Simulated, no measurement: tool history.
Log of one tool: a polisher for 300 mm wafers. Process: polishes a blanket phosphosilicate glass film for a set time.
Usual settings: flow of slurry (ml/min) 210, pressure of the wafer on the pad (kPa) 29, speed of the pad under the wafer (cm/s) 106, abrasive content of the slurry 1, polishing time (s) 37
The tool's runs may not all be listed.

| run | hour | flow of slurry (ml/min) | pressure of the wafer on the pad (kPa) | speed of the pad under the wafer (cm/s) | abrasive content of the slurry | polishing time (s) | incoming thickness of the incoming film, nm | film removed (angstrom) |
|---|---|---|---|---|---|---|---|---|
| 1 | 0 | 210 | 29 | 106 | 1 | 37 | 4272.2 | 3451 |
| 2 | 52 | 210 | 35.9 | 106 | 1 | 37 | 4292.2 | 3999 |
| 3 | 78.2 | 210 | 35.9 | 106 | 1 | 37 | 4271 | 4023 |
|  | 139.1 | head pressure recalibrated |
| 4 | 141.5 | 170 | 29 | 134 | 1 | 37 | 4262.4 | 4220 |
|  | 163.3 | slurry blender recalibrated |
| 5 | 170.5 | 210 | 29 | 106 | 1.2 | 37 | 4318.2 | 3883 |
|  | 190.5 | slurry nozzle cleaned |
|  | 196.3 | worn pad replaced by a new one |
| 6 | 211.4 | 210 | 29 | 106 | 1.2 | 37 | 4333.5 | 3861 |
|  | 221.7 | conditioning disc replaced and pad reconditioned |
| 7 | 241.7 | 210 | 29 | 106 | 1.2 | 37 | 4325.9 | 3832 |
| 8 | 345.3 | 210 | 29 | 106 | 1 | 37 | 4203.4 | 3618 |
| 9 | 400.6 | 210 | 33.8 | 106 | 1 | 37 | 4266.8 | 3982 |
| 10 | 443.2 | 210 | 33.8 | 106 | 1 | 37 | 4367.5 | 3972 |
|  | 481.5 | slurry nozzle cleaned |
| 11 | 492.3 | 210 | 29 | 106 | 1 | 37 | 4319.5 | 3514 |
|  | 528 | worn pad replaced by a new one |
|  | 529 | slurry blender recalibrated |
| 12 | 546.6 | 210 | 29 | 106 | 0.7 | 37 | 4206.8 | 3156 |
| 13 | 595.7 | 210 | 29 | 92 | 1 | 25 | 4310.4 | 2176 |
| 14 | 638.2 | 210 | 29 | 106 | 1 | 37 | 4278.5 | 3515 |
| 15 | 687.1 | 210 | 22.1 | 106 | 1.15 | 37 | 4249.6 | 3037 |

Run 16 comes next. What will it give?
|  | 742.3 | conditioning disc replaced and pad reconditioned |
| 16 | 749.5 | 170 | 22.1 | 106 | 1 | 37 | 4336.8 | ? |

Run 16 gave film removed (angstrom) 2826.
Without the tool's hidden state the same run would have given film removed (angstrom) 3005.

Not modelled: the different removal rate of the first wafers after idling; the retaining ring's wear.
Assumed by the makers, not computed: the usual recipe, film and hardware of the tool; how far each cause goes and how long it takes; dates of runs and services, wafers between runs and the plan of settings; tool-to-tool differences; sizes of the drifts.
